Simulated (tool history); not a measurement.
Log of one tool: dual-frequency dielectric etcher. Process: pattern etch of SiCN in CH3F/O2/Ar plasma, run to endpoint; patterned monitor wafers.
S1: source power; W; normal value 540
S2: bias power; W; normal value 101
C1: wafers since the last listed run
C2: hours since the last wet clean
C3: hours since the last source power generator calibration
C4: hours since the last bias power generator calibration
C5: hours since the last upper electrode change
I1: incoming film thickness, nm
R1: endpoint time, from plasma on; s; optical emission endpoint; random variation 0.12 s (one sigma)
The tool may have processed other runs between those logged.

run 1 hour=0.0 | S1=540 S2=115 | C1=0 C2=244.5 C3=797.9 C4=2012.5 C5=1854.1 | I1=6.66 | R1=13.5
run 2 hour=54.0 | S1=540 S2=115 | C1=593 C2=298.5 C3=851.9 C4=2066.5 C5=1908.1 | I1=6.63 | R1=13.3
run 3 hour=90.0 | S1=540 S2=115 | C1=395 C2=334.5 C3=887.9 C4=2102.5 C5=1944.1 | I1=6.66 | R1=13.4
run 4 hour=114.2 | S1=540 S2=85 | C1=266 C2=358.7 C3=912.1 C4=2126.7 C5=1968.3 | I1=6.72 | R1=14.6
run 5 hour=147.5 | S1=540 S2=101 | C1=366 C2=392.0 C3=945.4 C4=2160.0 C5=2001.6 | I1=6.69 | R1=13.9
-- hour=179.4 wet clean of the chamber
run 6 hour=245.9 | S1=540 S2=101 | C1=818 C2=66.5 C3=1043.8 C4=2258.4 C5=2100.0 | I1=6.70 | R1=15.2
-- hour=369.2 wet clean of the chamber, repeated, since the last time left the tool worse
run 7 hour=369.7 | S1=540 S2=101 | C1=1097 C2=0.5 C3=1167.6 C4=2382.2 C5=2223.8 | I1=6.68 | R1=14.2
run 8 hour=492.8 | S1=540 S2=93 | C1=1353 C2=123.6 C3=1290.7 C4=2505.3 C5=2346.9 | I1=6.74 | R1=14.8
-- hour=538.4 bias power generator calibrated
-- hour=564.9 upper electrode replaced
run 9 hour=565.4 | S1=400 S2=120 | C1=490 C2=196.2 C3=1363.3 C4=27.0 C5=0.5 | I1=6.66 | R1=16.1
run 10 hour=625.3 | S1=540 S2=101 | C1=658 C2=256.1 C3=1423.2 C4=86.9 C5=60.4 | I1=6.66 | R1=14.0

The next listed run, before its measurement:
-- hour=636.1 source power generator calibrated
run 11 hour=672.1 | S1=540 S2=94 | C1=470 C2=302.9 C3=36.0 C4=133.7 C5=107.2 | I1=6.69 | R1=?

{"run 11": {"R1": 14.4}}
With the hidden condition absent and the run-to-run variation left alone, this run would have shown R1 14.7 s.
